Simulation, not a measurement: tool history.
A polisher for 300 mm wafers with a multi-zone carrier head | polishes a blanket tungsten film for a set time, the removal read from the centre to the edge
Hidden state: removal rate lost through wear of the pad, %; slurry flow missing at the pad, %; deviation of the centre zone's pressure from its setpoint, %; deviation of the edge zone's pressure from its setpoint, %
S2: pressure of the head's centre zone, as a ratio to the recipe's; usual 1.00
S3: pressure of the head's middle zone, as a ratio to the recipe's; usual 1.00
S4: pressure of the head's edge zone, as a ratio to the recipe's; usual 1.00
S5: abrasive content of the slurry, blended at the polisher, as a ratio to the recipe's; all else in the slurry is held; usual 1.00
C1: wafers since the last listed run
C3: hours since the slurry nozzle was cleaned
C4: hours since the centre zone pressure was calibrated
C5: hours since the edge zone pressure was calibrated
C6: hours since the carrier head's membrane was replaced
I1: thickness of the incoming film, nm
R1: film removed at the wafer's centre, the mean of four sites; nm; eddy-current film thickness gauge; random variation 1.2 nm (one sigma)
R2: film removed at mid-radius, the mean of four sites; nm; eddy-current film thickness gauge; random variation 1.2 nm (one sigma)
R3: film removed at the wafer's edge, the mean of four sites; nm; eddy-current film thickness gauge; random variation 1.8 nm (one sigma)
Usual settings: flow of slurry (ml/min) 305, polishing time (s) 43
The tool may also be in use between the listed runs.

run 1 hour=0.0 | flow_of_slurry_(ml/min)=305 S2=1.00 S3=1.00 S4=1.00 S5=1.00 polishing_time_(s)=43 | C1=0 wafers_polished_on_this_pad=128 C3=14.3 C4=545.1 C5=86.1 C6=1447.3 | I1=1060.8 | R1=124.3 R2=126.7 R3=124.7
run 2 hour=31.2 | flow_of_slurry_(ml/min)=305 S2=1.00 S3=1.09 S4=1.00 S5=1.00 polishing_time_(s)=43 | C1=280 wafers_polished_on_this_pad=409 C3=45.5 C4=576.3 C5=117.3 C6=1478.5 | I1=1058.5 | R1=125.1 R2=137.2 R3=125.0
-- hour=100.5 carrier head's membrane replaced by a new one
run 3 hour=122.4 | flow_of_slurry_(ml/min)=305 S2=1.00 S3=1.00 S4=0.89 S5=1.00 polishing_time_(s)=43 | C1=774 wafers_polished_on_this_pad=1183 C3=136.7 C4=667.5 C5=208.5 C6=21.9 | I1=1050.6 | R1=127.1 R2=126.3 R3=117.7
run 4 hour=167.4 | flow_of_slurry_(ml/min)=305 S2=1.00 S3=0.93 S4=1.00 S5=1.20 polishing_time_(s)=43 | C1=404 wafers_polished_on_this_pad=1587 C3=181.7 C4=712.5 C5=253.5 C6=66.9 | I1=1056.3 | R1=129.7 R2=124.6 R3=131.0
-- hour=175.3 centre zone pressure recalibrated
run 5 hour=217.2 | flow_of_slurry_(ml/min)=305 S2=1.07 S3=1.00 S4=1.08 S5=1.00 polishing_time_(s)=43 | C1=429 wafers_polished_on_this_pad=2017 C3=231.5 C4=41.9 C5=303.3 C6=116.7 | I1=1054.1 | R1=135.3 R2=127.3 R3=128.8
run 6 hour=259.8 | flow_of_slurry_(ml/min)=305 S2=1.09 S3=1.00 S4=1.00 S5=1.00 polishing_time_(s)=43 | C1=382 wafers_polished_on_this_pad=2399 C3=274.1 C4=84.5 C5=345.9 C6=159.3 | I1=1043.2 | R1=136.4 R2=127.9 R3=124.8
run 7 hour=296.9 | flow_of_slurry_(ml/min)=305 S2=1.00 S3=1.00 S4=1.00 S5=1.00 polishing_time_(s)=30 | C1=333 wafers_polished_on_this_pad=2733 C3=311.2 C4=121.6 C5=383.0 C6=196.4 | I1=1038.9 | R1=85.8 R2=87.6 R3=86.5
run 8 hour=333.5 | flow_of_slurry_(ml/min)=375 S2=1.11 S3=1.00 S4=1.00 S5=0.80 polishing_time_(s)=43 | C1=328 wafers_polished_on_this_pad=3061 C3=347.8 C4=158.2 C5=419.6 C6=233.0 | I1=1044.9 | R1=135.1 R2=122.9 R3=123.9
run 9 hour=372.4 | flow_of_slurry_(ml/min)=305 S2=0.94 S3=1.00 S4=0.89 S5=1.00 polishing_time_(s)=34 | C1=349 wafers_polished_on_this_pad=3411 C3=386.7 C4=197.1 C5=458.5 C6=271.9 | I1=1055.4 | R1=92.2 R2=99.6 R3=94.5
-- hour=417.7 worn pad replaced by a new one
run 10 hour=435.8 | flow_of_slurry_(ml/min)=305 S2=1.07 S3=1.00 S4=1.00 S5=0.75 polishing_time_(s)=39 | C1=533 wafers_polished_on_this_pad=162 C3=450.1 C4=260.5 C5=521.9 C6=335.3 | I1=1056.4 | R1=113.6 R2=108.5 R3=105.8
-- hour=457.1 slurry nozzle cleaned
run 11 hour=504.6 | flow_of_slurry_(ml/min)=230 S2=1.04 S3=1.00 S4=1.00 S5=1.30 polishing_time_(s)=51 | C1=609 wafers_polished_on_this_pad=771 C3=47.5 C4=329.3 C5=590.7 C6=404.1 | I1=1058.7 | R1=161.0 R2=154.2 R3=153.3
run 12 hour=569.7 | flow_of_slurry_(ml/min)=370 S2=1.00 S3=1.00 S4=1.00 S5=1.00 polishing_time_(s)=35 | C1=584 wafers_polished_on_this_pad=1356 C3=112.6 C4=394.4 C5=655.8 C6=469.2 | I1=1048.9 | R1=104.8 R2=105.0 R3=103.5
run 13 hour=621.4 | flow_of_slurry_(ml/min)=305 S2=1.00 S3=1.00 S4=1.00 S5=0.80 polishing_time_(s)=43 | C1=464 wafers_polished_on_this_pad=1821 C3=164.3 C4=446.1 C5=707.5 C6=520.9 | I1=1057.0 | R1=119.4 R2=121.2 R3=121.9
run 14 hour=679.3 | flow_of_slurry_(ml/min)=275 S2=1.12 S3=0.96 S4=1.00 S5=1.00 polishing_time_(s)=33 | C1=520 wafers_polished_on_this_pad=2341 C3=222.2 C4=504.0 C5=765.4 C6=578.8 | I1=1041.4 | R1=109.3 R2=93.5 R3=93.9
run 15 hour=710.4 | flow_of_slurry_(ml/min)=305 S2=1.00 S3=0.93 S4=1.00 S5=1.00 polishing_time_(s)=43 | C1=279 wafers_polished_on_this_pad=2620 C3=253.3 C4=535.1 C5=796.5 C6=609.9 | I1=1064.9 | R1=124.2 R2=119.2 R3=128.5
-- hour=716.0 edge zone pressure recalibrated
run 16 hour=766.6 | flow_of_slurry_(ml/min)=305 S2=1.00 S3=1.00 S4=1.00 S5=1.00 polishing_time_(s)=43 | C1=486 wafers_polished_on_this_pad=3107 C3=309.5 C4=591.3 C5=50.6 C6=666.1 | I1=1047.5 | R1=126.1 R2=124.6 R3=126.2
-- hour=785.3 centre zone pressure recalibrated
run 17 hour=790.7 | flow_of_slurry_(ml/min)=305 S2=1.00 S3=1.09 S4=1.06 S5=1.00 polishing_time_(s)=43 | C1=198 wafers_polished_on_this_pad=3306 C3=333.6 C4=5.4 C5=74.7 C6=690.2 | I1=1055.3 | R1=127.2 R2=138.0 R3=128.9
-- hour=841.5 worn pad replaced by a new one
run 18 hour=842.0 | flow_of_slurry_(ml/min)=385 S2=1.00 S3=0.96 S4=0.92 S5=1.00 polishing_time_(s)=43 | C1=424 wafers_polished_on_this_pad=4 C3=384.9 C4=56.7 C5=126.0 C6=741.5 | I1=1035.5 | R1=127.9 R2=123.5 R3=123.7
run 19 hour=886.2 | flow_of_slurry_(ml/min)=250 S2=0.94 S3=1.08 S4=1.00 S5=1.20 polishing_time_(s)=43 | C1=397 wafers_polished_on_this_pad=401 C3=429.1 C4=100.9 C5=170.2 C6=785.7 | I1=1049.3 | R1=121.4 R2=136.0 R3=126.5
-- hour=892.5 slurry nozzle cleaned
run 20 hour=921.8 | flow_of_slurry_(ml/min)=305 S2=1.00 S3=1.00 S4=1.00 S5=0.75 polishing_time_(s)=43 | C1=310 wafers_polished_on_this_pad=712 C3=29.3 C4=136.5 C5=205.8 C6=821.3 | I1=1041.2 | R1=118.7 R2=120.7 R3=118.0

The tool's hidden state at each run:
removal rate lost through wear of the pad, %: 0 in every run
slurry flow missing at the pad, %: 0 in every run
deviation of the centre zone's pressure from its setpoint, %: 0 in every run
deviation of the edge zone's pressure from its setpoint, %: 0 in every run
